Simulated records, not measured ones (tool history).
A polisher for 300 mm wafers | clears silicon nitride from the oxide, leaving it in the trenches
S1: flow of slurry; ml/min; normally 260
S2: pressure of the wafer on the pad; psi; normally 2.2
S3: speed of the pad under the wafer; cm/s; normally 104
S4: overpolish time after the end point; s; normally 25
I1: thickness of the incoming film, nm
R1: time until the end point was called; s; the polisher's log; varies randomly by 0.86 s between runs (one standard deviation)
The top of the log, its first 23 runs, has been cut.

Run 24, hour 500.4: usual settings but S1 305 ml/min, S2 2.7 psi, S3 128 cm/s, S4 19 s; I1 61.0. Result: R1 66.5 s.
Run 25, hour 535.0: usual settings but S1 345 ml/min, S2 1.7 psi, S3 92 cm/s, S4 11 s; I1 58.7. Result: R1 141.3 s.
At hour 545.0: slurry nozzle cleaned.
Run 26, hour 558.0: usual settings; I1 59.7. Result: R1 96.9 s.
At hour 580.0: worn pad replaced by a new one.
Run 27, hour 588.4: usual settings but S1 210 ml/min; I1 59.2. Result: R1 100.3 s.
Run 28, hour 610.2: usual settings but S3 84 cm/s; I1 60.3. Result: R1 121.8 s.
Run 29, hour 644.9: usual settings but S2 1.8 psi; I1 60.6. Result: R1 122.2 s.
Run 30, hour 664.2: usual settings but S1 170 ml/min, S4 18 s; I1 60.2. Result: R1 109.2 s.
Run 31, hour 678.2: usual settings but S1 195 ml/min, S2 1.7 psi; I1 60.0. Result: R1 136.8 s.
Run 32, hour 690.9: usual settings but S2 1.9 psi, S3 72 cm/s, S4 15 s; I1 59.5. Result: R1 168.2 s.
Run 33, hour 711.8: usual settings but S1 330 ml/min; I1 59.2. Result: R1 96.9 s.
Run 34, hour 739.7: usual settings; I1 60.0. Result: R1 100.7 s.
Run 35, hour 758.9: usual settings but S1 285 ml/min, S2 1.7 psi, S3 78 cm/s, S4 29 s; I1 59.9. Result: R1 172.9 s.
At hour 764.0: worn pad replaced by a new one.
Run 36, hour 783.9: usual settings but S1 220 ml/min; I1 60.4. Result: R1 105.8 s.
Run 37, hour 809.0: usual settings but S1 295 ml/min, S2 1.8 psi; I1 59.7. Result: R1 123.4 s.
Run 38, hour 821.8: usual settings but S1 320 ml/min, S2 2.5 psi, S4 17 s; I1 59.6. Result: R1 86.7 s.

Each row is a separate what-if for the run after 38, all from the same tool condition, not one after another. Results?
Run A, hour 822.3: usual settings but S2 1.7 psi; I1 60.5. Result: R1 ?.
Run B, hour 822.3: usual settings but S4 32 s; I1 60.5. Result: R1 ?.
Run C, hour 822.3: usual settings but S3 72 cm/s; I1 60.5. Result: R1 ?.

run     R1
  A  132.9
  B  102.7
  C  148.3
What these runs would have given with no unlogged condition in the tool:
run     R1
  A  126.0
  B   97.4
  C  140.7

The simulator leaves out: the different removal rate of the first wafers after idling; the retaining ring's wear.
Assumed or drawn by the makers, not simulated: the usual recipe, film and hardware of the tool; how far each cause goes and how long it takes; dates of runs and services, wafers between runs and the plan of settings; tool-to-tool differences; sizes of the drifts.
